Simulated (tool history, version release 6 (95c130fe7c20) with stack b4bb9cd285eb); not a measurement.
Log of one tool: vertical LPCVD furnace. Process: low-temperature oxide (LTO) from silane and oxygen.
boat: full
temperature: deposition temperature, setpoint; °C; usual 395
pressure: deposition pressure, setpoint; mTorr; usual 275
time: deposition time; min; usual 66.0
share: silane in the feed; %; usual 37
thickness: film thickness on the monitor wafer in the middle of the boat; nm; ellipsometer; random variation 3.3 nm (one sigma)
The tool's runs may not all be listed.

run,hour,temperature,pressure,time,share,"read-back reference wafer on the same gauge, thickness",thickness
1,0.0,395,275,66.0,37,574.15,693.56
2,63.2,395,275,66.0,37,574.21,689.59
3,117.2,395,275,66.0,37,572.67,647.97
4,160.1,395,255,66.0,37,575.09,606.60
5,184.8,395,255,66.0,37,574.01,606.95
6,223.9,395,275,66.0,37,573.44,650.84
7,275.9,395,275,66.0,37,573.70,652.74
8,319.9,395,275,66.0,37,574.10,653.00
9,436.1,395,275,66.0,37,573.92,650.07
10,475.6,387,275,89.5,37,574.18,809.73
11,528.4,390,340,66.0,37,574.05,754.24
12,584.3,387,300,66.0,37,574.12,654.90
13,641.6,405,230,54.5,32,574.22,418.85
14,676.5,395,225,51.5,37,574.38,419.07
15,706.9,395,240,66.0,37,573.37,571.23
16,751.3,395,315,46.0,34,574.62,469.88
17,821.8,391,230,66.0,32,574.68,428.54
18,868.3,395,275,66.0,37,574.90,653.67
19,909.2,395,275,66.0,37,574.71,656.36
20,979.2,395,275,66.0,37,573.29,663.63
21,1033.4,395,275,66.0,40,573.66,724.74
22,1086.8,389,330,66.0,37,575.13,733.28
23,1134.7,395,275,66.0,37,573.70,657.96
24,1190.8,395,275,66.0,37,574.37,651.45
25,1251.8,395,275,66.0,37,574.29,653.72
26,1299.4,400,240,77.0,33,572.50,606.38
27,1345.5,386,275,66.0,37,574.83,594.04
28,1385.9,395,275,51.5,37,573.36,517.32
29,1416.8,395,330,66.0,37,573.03,788.39
30,1475.4,395,275,88.5,37,574.42,883.73
31,1538.0,387,255,54.0,44,573.84,565.19

Taken out of this log: 4 entries between the listed runs. Where each belongs, and how the hidden state differs across it:
Between runs 2 and 3: thermocouples replaced and temperature profile calibrated (hour 107.9)
  true tube temperature minus thermocouple reading, K: 5.19 -> 0.391
  measured less the result without the state, thickness: +39.57 -> +2.91 nm
Between runs 7 and 8: pressure gauge zeroed (hour 301.7)
  true tube temperature minus thermocouple reading, K: 0.404 -> 0.412
  measured less the result without the state, thickness: +3.02 -> +3.08 nm
Between runs 9 and 10: silane flow controller replaced (hour 475.1)
  true tube temperature minus thermocouple reading, K: 0.44 -> 0.453
  measured less the result without the state, thickness: +3.29 -> +4.34 nm
Between runs 20 and 21: gauge calibrated (hour 1016.2)
  true tube temperature minus thermocouple reading, K: 0.739 -> 0.783
  measured less the result without the state, thickness: +5.61 -> +6.35 nm
